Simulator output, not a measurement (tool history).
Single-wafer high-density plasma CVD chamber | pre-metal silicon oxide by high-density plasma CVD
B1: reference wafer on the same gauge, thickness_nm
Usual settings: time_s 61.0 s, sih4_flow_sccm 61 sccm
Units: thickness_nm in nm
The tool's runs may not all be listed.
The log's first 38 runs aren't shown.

{"run": 39, "day": 137.654, "time_s": 68.2, "sih4_flow_sccm": 50, "B1": 305.816, "thickness_nm": 351.277}
{"run": 40, "day": 141.062, "time_s": 61.0, "sih4_flow_sccm": 61, "B1": 306.055, "thickness_nm": 374.491}
{"run": 41, "day": 143.204, "time_s": 53.0, "sih4_flow_sccm": 55, "B1": 306.125, "thickness_nm": 294.876}
{"run": 42, "day": 144.762, "time_s": 61.0, "sih4_flow_sccm": 61, "B1": 306.313, "thickness_nm": 375.235}
{"run": 43, "day": 148.433, "time_s": 61.0, "sih4_flow_sccm": 61, "B1": 306.344, "thickness_nm": 374.585}
{"run": 44, "day": 152.188, "time_s": 61.0, "sih4_flow_sccm": 58, "B1": 305.986, "thickness_nm": 357.74}
{"run": 45, "day": 154.804, "time_s": 65.6, "sih4_flow_sccm": 56, "B1": 306.469, "thickness_nm": 371.185}
{"run": 46, "day": 158.675, "time_s": 66.7, "sih4_flow_sccm": 52, "B1": 305.965, "thickness_nm": 355.314}

Forecast each of these 4 alternatives for the next run:
{"run": "A", "day": 158.692, "time_s": 61.0, "sih4_flow_sccm": 61, "B1": "?", "thickness_nm": "?"}
{"run": "B", "day": 158.692, "time_s": 52.9, "sih4_flow_sccm": 53, "B1": "?", "thickness_nm": "?"}
{"run": "C", "day": 158.692, "time_s": 66.6, "sih4_flow_sccm": 55, "B1": "?", "thickness_nm": "?"}
{"run": "D", "day": 158.692, "time_s": 50.9, "sih4_flow_sccm": 70, "B1": "?", "thickness_nm": "?"}

run=A B1=305.975 thickness_nm=375.508
run=B B1=305.975 thickness_nm=286.715
run=C B1=305.975 thickness_nm=373.222
run=D B1=305.975 thickness_nm=355.474
Without the tool's hidden state the same runs would have given:
run=A thickness_nm=363.145
run=B thickness_nm=277.276
run=C thickness_nm=360.934
run=D thickness_nm=343.771
